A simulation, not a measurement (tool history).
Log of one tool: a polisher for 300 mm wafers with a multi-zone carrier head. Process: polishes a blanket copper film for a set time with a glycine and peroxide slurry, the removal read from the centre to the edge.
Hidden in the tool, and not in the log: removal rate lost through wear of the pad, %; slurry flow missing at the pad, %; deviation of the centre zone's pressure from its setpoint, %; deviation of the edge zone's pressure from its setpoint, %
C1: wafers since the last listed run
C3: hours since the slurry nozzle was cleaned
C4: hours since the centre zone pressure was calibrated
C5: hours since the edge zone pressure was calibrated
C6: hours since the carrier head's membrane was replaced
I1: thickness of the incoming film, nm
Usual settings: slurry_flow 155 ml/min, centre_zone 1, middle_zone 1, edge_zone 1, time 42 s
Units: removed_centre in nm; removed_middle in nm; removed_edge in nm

Run 1, hour 0: usual settings but slurry_flow 105 ml/min, centre_zone 1.04, middle_zone 0.91, edge_zone 0.94; C1 0; wafers polished on this pad 3315; C3 259; C4 168.6; C5 699.2; C6 685.5; I1 1996.8. Result: removed_centre 166.2 nm, removed_middle 147.9 nm, removed_edge 165.3 nm.
Run 2, hour 19.7: usual settings but slurry_flow 115 ml/min, edge_zone 1.07; C1 261; wafers polished on this pad 3576; C3 278.7; C4 188.3; C5 718.9; C6 705.2; I1 2013.7. Result: removed_centre 161.4 nm, removed_middle 162.5 nm, removed_edge 173.1 nm.
Run 3, hour 39.8: usual settings but middle_zone 0.94; C1 266; wafers polished on this pad 3843; C3 298.8; C4 208.4; C5 739; C6 725.3; I1 2030.4. Result: removed_centre 170.1 nm, removed_middle 156.8 nm, removed_edge 173.3 nm.
At hour 57.9: worn pad replaced by a new one.
Run 4, hour 58.9: usual settings; C1 200; wafers polished on this pad 12; C3 317.9; C4 227.5; C5 758.1; C6 744.4; I1 2028. Result: removed_centre 167.6 nm, removed_middle 164.5 nm, removed_edge 175.6 nm.
At hour 94.4: edge zone pressure recalibrated.
Run 5, hour 147.5: usual settings; C1 1149; wafers polished on this pad 1161; C3 406.5; C4 316.1; C5 53.1; C6 833; I1 2037.5. Result: removed_centre 167.1 nm, removed_middle 163.2 nm, removed_edge 176.7 nm.
Run 6, hour 176.1: usual settings; C1 379; wafers polished on this pad 1541; C3 435.1; C4 344.7; C5 81.7; C6 861.6; I1 2019.5. Result: removed_centre 166 nm, removed_middle 165.2 nm, removed_edge 172.2 nm.
Run 7, hour 192.9: usual settings; C1 222; wafers polished on this pad 1764; C3 451.9; C4 361.5; C5 98.5; C6 878.4; I1 2034.3. Result: removed_centre 167.2 nm, removed_middle 166.9 nm, removed_edge 171.1 nm.
At hour 219.8: centre zone pressure recalibrated.
At hour 268.3: carrier head's membrane replaced by a new one.
Run 8, hour 295: usual settings; C1 1262; wafers polished on this pad 3026; C3 554; C4 75.2; C5 200.6; C6 26.7; I1 2006.8. Result: removed_centre 164.4 nm, removed_middle 164 nm, removed_edge 170.4 nm.
Run 9, hour 328.2: usual settings; C1 440; wafers polished on this pad 3466; C3 587.2; C4 108.4; C5 233.8; C6 59.9; I1 2047.9. Result: removed_centre 163.9 nm, removed_middle 163.5 nm, removed_edge 174.6 nm.
Run 10, hour 352.2: usual settings but centre_zone 1.05, edge_zone 1.09; C1 318; wafers polished on this pad 3785; C3 611.2; C4 132.4; C5 257.8; C6 83.9; I1 2022.2. Result: removed_centre 173.4 nm, removed_middle 161 nm, removed_edge 180.3 nm.
Run 11, hour 375.3: usual settings; C1 306; wafers polished on this pad 4091; C3 634.3; C4 155.5; C5 280.9; C6 107; I1 1999.2. Result: removed_centre 161.3 nm, removed_middle 158.4 nm, removed_edge 168.2 nm.

The next listed run, before its measurement:
At hour 385.6: worn pad replaced by a new one.
Run 12, hour 405: usual settings; C1 341; wafers polished on this pad 257; C3 664; C4 185.2; C5 310.6; C6 136.7; I1 2031.8. Result: removed_centre ?, removed_middle ?, removed_edge ?.

{"run 12": {"removed_centre": 161.5, "removed_middle": 165.5, "removed_edge": 168}}
Without the tool's hidden state the same run would have given removed_centre 169.7 nm, removed_middle 172.9 nm, removed_edge 173.3 nm.

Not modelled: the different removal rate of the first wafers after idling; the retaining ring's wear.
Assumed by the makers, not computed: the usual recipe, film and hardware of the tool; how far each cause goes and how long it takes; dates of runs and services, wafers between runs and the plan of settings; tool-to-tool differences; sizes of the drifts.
